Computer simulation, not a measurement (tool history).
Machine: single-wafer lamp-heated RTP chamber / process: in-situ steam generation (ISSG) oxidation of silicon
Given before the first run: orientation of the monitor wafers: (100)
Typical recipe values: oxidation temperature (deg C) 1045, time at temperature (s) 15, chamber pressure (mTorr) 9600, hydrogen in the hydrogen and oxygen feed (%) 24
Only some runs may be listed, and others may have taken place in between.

| run | hour | oxidation temperature (deg C) | time at temperature (s) | chamber pressure (mTorr) | hydrogen in the hydrogen and oxygen feed (%) | read-back reference wafer on the same gauge, thickness | oxide thickness on the monitor wafer (Å) |
|---|---|---|---|---|---|---|---|
| 1 | 0 | 1045 | 15 | 8800 | 24 | 6.755 | 63.24 |
| 2 | 105 | 1045 | 15 | 8800 | 24 | 6.751 | 63.58 |
| 3 | 168.6 | 1045 | 15 | 9600 | 24 | 6.752 | 62.89 |
| 4 | 239.2 | 1045 | 15 | 9600 | 16 | 6.75 | 57.49 |
| 5 | 276.8 | 1045 | 15 | 9600 | 16 | 6.751 | 57.57 |
|  | 294.9 | pyrometer window cleaned and pyrometer calibrated |
| 6 | 355 | 1045 | 15 | 9600 | 24 | 6.744 | 62.23 |
| 7 | 402.6 | 1045 | 15 | 8600 | 24 | 6.751 | 63.36 |
| 8 | 651.6 | 1045 | 19 | 9600 | 24 | 6.754 | 71.24 |
|  | 718.1 | pyrometer window cleaned and pyrometer calibrated |
|  | 728.9 | gauge calibrated |
| 9 | 750.3 | 1045 | 19 | 9600 | 24 | 6.747 | 70.08 |
|  | 791.1 | hydrogen flow controller replaced |
| 10 | 857.5 | 1045 | 15 | 10200 | 24 | 6.744 | 61.31 |
| 11 | 959 | 1045 | 15 | 9600 | 24 | 6.753 | 62.39 |
|  | 1034.7 | pressure gauge zeroed |
| 12 | 1042.5 | 1045 | 20 | 9600 | 24 | 6.751 | 72.72 |
|  | 1088.4 | pyrometer window cleaned and pyrometer calibrated |
| 13 | 1132.5 | 1035 | 19 | 10200 | 16 | 6.748 | 59.94 |
| 14 | 1213.1 | 1057 | 18 | 10200 | 24 | 6.75 | 71.75 |
| 15 | 1292.6 | 1035 | 19 | 10200 | 16 | 6.75 | 60.73 |

What will run 16 give?
|  | 1507.2 | pyrometer window cleaned and pyrometer calibrated |
| 16 | 1555.6 | 1045 | 15 | 9600 | 14 | ? | ? |

Run 16 came out at read-back reference wafer on the same gauge, thickness 6.75, oxide thickness on the monitor wafer (Å) 54.85.
Had the tool carried no hidden state, the very same run would have given oxide thickness on the monitor wafer (Å) 54.44.
